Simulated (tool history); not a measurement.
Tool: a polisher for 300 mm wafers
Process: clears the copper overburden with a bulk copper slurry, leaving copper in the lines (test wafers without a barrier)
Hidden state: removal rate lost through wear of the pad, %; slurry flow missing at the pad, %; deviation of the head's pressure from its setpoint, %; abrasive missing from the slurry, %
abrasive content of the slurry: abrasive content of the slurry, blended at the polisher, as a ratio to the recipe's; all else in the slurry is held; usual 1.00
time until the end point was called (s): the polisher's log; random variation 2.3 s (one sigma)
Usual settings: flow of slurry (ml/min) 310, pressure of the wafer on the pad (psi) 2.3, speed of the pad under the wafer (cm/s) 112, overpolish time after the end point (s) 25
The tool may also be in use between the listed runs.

run	hour	flow of slurry (ml/min)	pressure of the wafer on the pad (psi)	speed of the pad under the wafer (cm/s)	abrasive content of the slurry	overpolish time after the end point (s)	wafers since the last listed run	wafers polished on this pad	hours since the slurry nozzle was cleaned	hours since the head pressure was calibrated	hours since the slurry blender was calibrated	incoming thickness of the incoming film, nm	time until the end point was called (s)
1	0.0	310	2.1	112	1.00	16	0	1620	169.4	703.2	81.0	1210.1	156.9
# hour 21.8: worn pad replaced by a new one
2	22.3	310	2.3	112	1.00	25	175	4	191.7	725.5	103.3	1224.9	142.9
3	104.6	310	2.3	112	1.00	25	787	791	274.0	807.8	185.6	1199.7	141.4
# hour 144.8: slurry blender recalibrated
4	212.0	275	2.3	112	1.00	25	1007	1799	381.4	915.2	67.2	1208.9	141.4
5	237.9	275	2.3	112	1.00	25	247	2047	407.3	941.1	93.1	1237.9	146.9
6	254.2	310	2.3	112	1.00	25	155	2203	423.6	957.4	109.4	1194.9	136.7
# hour 263.9: worn pad replaced by a new one
7	279.5	310	2.3	112	1.00	25	203	149	448.9	982.7	134.7	1215.6	142.2
8	291.5	310	2.3	112	1.00	25	114	263	460.9	994.7	146.7	1210.5	140.5
9	317.5	310	2.3	112	1.00	32	248	512	486.9	1020.7	172.7	1206.9	139.1
10	330.1	340	2.3	112	1.00	25	120	633	499.5	1033.3	185.3	1226.4	138.8
# hour 359.7: slurry blender recalibrated
11	364.9	310	2.3	112	1.00	25	313	946	534.3	1068.1	5.2	1224.2	143.0
12	396.9	310	2.1	112	1.20	25	306	1252	566.3	1100.1	37.2	1238.8	148.6
13	417.9	310	2.1	112	1.00	16	200	1453	587.3	1121.1	58.2	1228.2	160.2
14	442.8	310	2.3	112	1.00	25	238	1691	612.2	1146.0	83.1	1229.2	140.7
15	477.6	310	2.3	112	1.00	25	332	2024	647.0	1180.8	117.9	1220.6	142.9
# hour 485.8: worn pad replaced by a new one
16	493.5	350	2.3	112	1.15	25	113	74	662.9	1196.7	133.8	1239.5	138.5
17	518.6	360	2.3	74	1.00	25	240	314	688.0	1221.8	158.9	1209.8	212.4
# hour 548.7: slurry blender recalibrated
18	553.2	400	1.8	112	1.00	25	311	625	722.6	1256.4	4.5	1239.7	180.2
19	569.2	210	2.6	112	1.00	25	153	778	738.6	1272.4	20.5	1210.5	132.9
# hour 584.2: head pressure recalibrated
20	595.6	400	2.3	112	1.10	25	233	1012	765.0	11.4	46.9	1208.4	130.2
# hour 607.8: slurry nozzle cleaned
21	627.3	310	2.3	122	1.00	25	293	1305	19.5	43.1	78.6	1214.5	129.0
22	661.9	265	2.3	82	1.00	25	330	1636	54.1	77.7	113.2	1191.6	189.4
23	693.3	310	2.3	112	1.00	25	300	1936	85.5	109.1	144.6	1230.5	142.6
# hour 698.0: worn pad replaced by a new one
24	722.0	310	2.3	112	1.00	20	236	229	114.2	137.8	173.3	1233.9	145.7
25	751.4	220	3.0	112	1.10	29	281	510	143.6	167.2	202.7	1224.7	106.7
# hour 764.8: slurry blender recalibrated
26	826.3	350	2.3	132	1.25	25	697	1207	218.5	242.1	61.5	1225.7	112.9
27	859.3	310	3.0	112	1.00	25	315	1522	251.5	275.1	94.5	1226.3	106.0
28	872.9	310	2.6	126	1.25	25	130	1652	265.1	288.7	108.1	1223.8	108.0
29	891.3	310	2.3	112	1.00	25	175	1828	283.5	307.1	126.5	1217.0	141.5

3 ways to go on from here, each from the tool as it stands after run 29. What would each give?
A	891.8	310	2.3	112	1.00	39	4	1833	284.0	307.6	127.0	1229.8	?
B	891.8	310	2.0	112	0.80	25	4	1833	284.0	307.6	127.0	1229.8	?
C	891.8	310	2.5	112	1.00	25	4	1833	284.0	307.6	127.0	1229.8	?

run	time until the end point was called (s)
A	141.5
B	173.3
C	130.1
Without the tool's hidden state the same runs would have given:
run	time until the end point was called (s)
A	141.5
B	173.3
C	130.1
